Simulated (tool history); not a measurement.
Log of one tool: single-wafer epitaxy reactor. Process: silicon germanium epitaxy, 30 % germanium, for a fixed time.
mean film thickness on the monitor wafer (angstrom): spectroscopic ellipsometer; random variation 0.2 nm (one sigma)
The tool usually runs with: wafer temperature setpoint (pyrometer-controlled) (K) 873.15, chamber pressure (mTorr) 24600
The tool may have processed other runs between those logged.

run    hour  wafer temperature setpoint (pyrometer-controlled) (K)  chamber pressure (mTorr)  read-back reference wafer on the same gauge, thickness_nm  mean film thickness on the monitor wafer (angstrom)
  1       0                                                 873.15                     22900                                                     57.698                                               608.99
  2    65.5                                                 873.15                     22900                                                     57.655                                               608.89
  3   167.9                                                 873.15                     22900                                                      57.71                                               610.36
  4     263                                                 882.15                     24600                                                     57.647                                                728.9
  5   368.9                                                 882.15                     24600                                                     57.689                                               730.22
  6   440.4                                                 873.15                     22300                                                     57.698                                                607.4
      529.1  -- showerhead replaced, of another model than before
  7   536.8                                                 877.15                     22900                                                     57.671                                               646.15
  8   601.7                                                 877.15                     22900                                                     57.671                                               649.96
  9   672.7                                                 882.15                     26200                                                     57.672                                               758.91
      698.3  -- gauge calibrated
        745  -- capacitance manometer re-zeroed and calibrated
 10     777                                                 873.15                     24600                                                     57.707                                               635.99
 11   884.9                                                 859.15                     27900                                                     57.739                                               542.31
      910.5  -- pyrometer calibrated
 12   945.5                                                 873.15                     27400                                                     57.712                                               634.01
 13  1040.4                                                 859.15                     29400                                                     57.674                                                527.5
 14  1079.3                                                 862.15                     21200                                                     57.712                                               468.23
 15  1170.6                                                 873.15                     22900                                                       57.7                                               588.89
 16    1223                                                 880.15                     18700                                                     57.694                                               580.47

Forecast each of these 4 alternatives for the next run:
  A  1223.4                                                 879.15                     24600                                                          ?                                                    ?
  B  1223.4                                                 878.15                     22600                                                          ?                                                    ?
  C  1223.4                                                 887.15                     24600                                                          ?                                                    ?
  D  1223.4                                                 866.15                     26400                                                          ?                                                    ?

run  read-back reference wafer on the same gauge, thickness_nm  mean film thickness on the monitor wafer (angstrom)
  A                                                     57.721                                               672.74
  B                                                     57.721                                               631.27
  C                                                     57.721                                               762.71
  D                                                     57.721                                               567.74
Without the tool's unlogged condition, the same runs would have read:
run  mean film thickness on the monitor wafer (angstrom)
  A                                               650.89
  B                                               610.73
  C                                               738.33
  D                                               548.83

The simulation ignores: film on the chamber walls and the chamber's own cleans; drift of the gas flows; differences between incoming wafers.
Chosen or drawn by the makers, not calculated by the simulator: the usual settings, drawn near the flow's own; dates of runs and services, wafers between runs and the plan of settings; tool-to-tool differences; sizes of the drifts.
